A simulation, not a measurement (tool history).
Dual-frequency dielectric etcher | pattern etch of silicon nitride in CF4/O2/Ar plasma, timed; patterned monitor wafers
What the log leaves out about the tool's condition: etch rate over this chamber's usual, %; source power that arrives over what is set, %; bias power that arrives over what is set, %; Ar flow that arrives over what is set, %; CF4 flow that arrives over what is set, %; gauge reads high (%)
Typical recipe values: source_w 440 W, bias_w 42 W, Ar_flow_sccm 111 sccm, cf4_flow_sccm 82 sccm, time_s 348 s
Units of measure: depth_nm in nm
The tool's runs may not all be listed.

run,day,source_w,bias_w,Ar_flow_sccm,cf4_flow_sccm,time_s,wafers since the last listed run,hours since the last wet clean,hours since the last source power generator calibration,hours since the last bias power generator calibration,hours since the last Ar flow controller change,hours since the last CF4 flow controller change,hours since the last upper electrode change,hours since the gauge calibration,"read-back reference wafer on the same gauge, depth_nm",depth_nm
1,0,440,42,111,82,348,0,100.3,4957.2,1565.2,1540.8,3342.9,3696.3,237.6,452.7,510.7
2,0.571,440,42,111,82,348,49,114,4970.9,1578.9,1554.5,3356.6,3710,251.3,453.3,515.4
3,1.675,440,42,111,82,348,95,140.5,4997.4,1605.4,1581,3383.1,3736.5,277.8,453.1,521.9
4,2.571,440,42,111,82,348,77,162,5018.9,1626.9,1602.5,3404.6,3758,299.3,452.1,519.7
5,3.871,470,42,111,82,348,112,193.2,5050.1,1658.1,1633.7,3435.8,3789.2,330.5,453.1,545.1
6,4.375,470,42,111,82,348,43,205.3,5062.2,1670.2,1645.8,3447.9,3801.3,342.6,453.5,538.9
# day 5.154: bias power generator calibrated
7,5.175,470,42,111,82,348,54,224.5,5081.4,0.5,1665,3467.1,3820.5,361.8,453.2,546.6
8,5.788,440,42,123,82,348,52,239.2,5096.1,15.2,1679.7,3481.8,3835.2,376.5,453.5,513.7
# day 6.967: source power generator calibrated
# day 7.508: upper electrode replaced
9,7.529,440,42,111,82,348,89,281,13.5,57,1721.5,3523.6,0.5,418.3,452.8,527.8
10,7.842,440,51,111,82,348,26,288.5,21,64.5,1729,3531.1,8,425.8,452.7,571.3
# day 8.508: CF4 flow controller replaced
11,8.542,440,42,111,82,348,38,305.3,37.8,81.3,1745.8,0.8,24.8,442.6,453,522.5
12,10,350,42,132,82,348,125,340.3,72.8,116.3,1780.8,35.8,59.8,477.6,452.6,446.4
13,10.833,440,42,111,82,348,71,360.3,92.8,136.3,1800.8,55.8,79.8,497.6,453,525.1
14,11.504,440,42,111,82,246.5,57,376.4,108.9,152.4,1816.9,71.9,95.9,513.7,453.1,371.4
15,12.662,480,42,111,82,348,99,404.2,136.7,180.2,1844.7,99.7,123.7,541.5,453,555.8
# day 13.946: gauge calibrated
# day 15.054: wet clean of the chamber
# day 15.146: Ar flow controller replaced
16,15.167,350,42,85,82,394.5,121,2.7,196.8,240.3,0.5,159.8,183.8,29.3,453,525.4
17,15.183,480,34,127,82,429,1,3.1,197.2,240.7,0.9,160.2,184.2,29.7,452.6,589
18,15.654,440,45,97,82,348,40,14.4,208.5,252,12.2,171.5,195.5,41,452.8,541.2
19,16.7,440,49,111,82,348,90,39.5,233.6,277.1,37.3,196.6,220.6,66.1,453.1,548.1
20,19.879,440,42,111,82,348,274,115.8,309.9,353.4,113.6,272.9,296.9,142.4,452.8,514.6
21,20.517,440,45,128,82,287,55,131.1,325.2,368.7,128.9,288.2,312.2,157.7,453,424.9

Hidden condition of the tool, last listed run before each entry between runs versus first listed run after:
Logged between run 6 and run 7: bias power generator calibrated (day 5.154)
  etch rate over this chamber's usual, %: 2.28 -> 2.49
  measured less the result without the state, depth_nm: +12 -> +13.3 nm
Logged between run 8 and run 9: source power generator calibrated (day 6.967); upper electrode replaced (day 7.508)
  etch rate over this chamber's usual, %: 2.65 -> 3.12
  measured less the result without the state, depth_nm: +13.3 -> +15.9 nm
Logged between run 10 and run 11: CF4 flow controller replaced (day 8.508)
  etch rate over this chamber's usual, %: 3.2 -> 3.39
  measured less the result without the state, depth_nm: +17.7 -> +17.1 nm
Logged between run 15 and run 16: gauge calibrated (day 13.946); wet clean of the chamber (day 15.054); Ar flow controller replaced (day 15.146)
  etch rate over this chamber's usual, %: 4.49 -> 0.0384
  measured less the result without the state, depth_nm: +23.9 -> +0.2 nm
